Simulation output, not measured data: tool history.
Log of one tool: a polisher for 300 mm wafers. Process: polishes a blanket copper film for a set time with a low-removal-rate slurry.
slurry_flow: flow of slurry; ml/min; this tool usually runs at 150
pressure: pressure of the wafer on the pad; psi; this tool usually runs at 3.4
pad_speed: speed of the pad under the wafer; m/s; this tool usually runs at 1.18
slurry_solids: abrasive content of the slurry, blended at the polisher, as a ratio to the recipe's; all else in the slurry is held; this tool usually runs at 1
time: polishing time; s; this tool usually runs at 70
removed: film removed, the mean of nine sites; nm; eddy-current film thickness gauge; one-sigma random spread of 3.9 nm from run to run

run	hour	slurry_flow	pressure	pad_speed	slurry_solids	time	incoming thickness of the incoming film, nm	removed
1	0	150	3.4	1.18	1	70	1241	304
2	14.3	150	3.4	1.18	1	70	1228.6	312.5
3	25.6	150	3.4	1.18	1	70	1242.7	313.4
4	34.8	150	2.8	1.18	1	70	1223.5	283.5
5	42.6	150	2.8	1.18	1	70	1234.1	277.3
6	54.5	150	2.8	1.18	1	70	1242.5	281.5
# hour 60.6: worn pad replaced by a new one
7	61.1	150	3.4	1.18	1	70	1233	321.9
8	70.8	150	3.4	1.18	1	70	1242.7	317.3
9	88.5	105	3.9	1.18	1.2	70	1238.2	342.1
10	106.2	150	3.4	1.18	1	70	1245.8	314.2
11	120.8	120	3.4	1.18	1.15	70	1236.9	318.7
12	134.8	130	2.3	1.48	1	52	1248.1	232.9
13	143.6	190	3.4	1.18	0.75	87	1223.3	383.9
14	154.1	190	3.8	1.18	0.8	78	1228.1	390.6
15	161.4	150	4.3	0.9	0.8	56	1224.4	220.1
16	174.3	105	3.4	1.18	1.3	79	1223.5	365.5
# hour 181.4: worn pad replaced by a new one
17	191	150	3.4	1.18	0.75	70	1242.1	307.4
# hour 200.4: slurry nozzle cleaned
18	200.9	150	3.4	1.18	1	52	1242.5	241.7
19	224.2	110	2.5	1.38	1	70	1241.9	293.3
20	241.1	185	3.4	1.4	0.9	82	1204.6	451.3
# hour 251.5: slurry blender recalibrated
21	258.6	150	2.8	1.18	1	70	1250.1	287.2
22	275.6	150	3.4	1.18	1.1	83	1231.2	397.5
# hour 290.8: worn pad replaced by a new one
23	292	150	3.4	1.34	1	83	1215.2	448.6
24	306.4	150	3.4	1.18	1	70	1239.9	322.8
25	321.2	150	3.4	1.18	1	70	1233.1	322.7
26	336.3	150	4.1	0.8	1	70	1236.1	251.7
27	351.3	150	2.8	1.18	1	70	1214.9	288.3
28	367	185	3.4	1.18	1	70	1245.2	338.5
29	378.2	150	3.4	1.18	1	70	1225.7	332.3
30	389.9	150	3.4	1.18	1.2	89	1243.7	432.2

Here are 5 independent what-if runs from the current tool condition. What would each one return?
A	390.3	150	3.4	1.28	1	70	1241	?
B	390.3	150	3.4	1.18	1	82	1241	?
C	390.3	150	4	1.18	1	70	1241	?
D	390.3	105	3.4	1.18	0.7	82	1241	?
E	390.3	150	3.4	1.04	0.9	70	1241	?

run	removed
A	355.4
B	383.9
C	364.5
D	343.1
E	283.8
Without the tool's unlogged condition, the same runs would have read:
run	removed
A	334.1
B	360.8
C	342.5
D	322.4
E	266.7

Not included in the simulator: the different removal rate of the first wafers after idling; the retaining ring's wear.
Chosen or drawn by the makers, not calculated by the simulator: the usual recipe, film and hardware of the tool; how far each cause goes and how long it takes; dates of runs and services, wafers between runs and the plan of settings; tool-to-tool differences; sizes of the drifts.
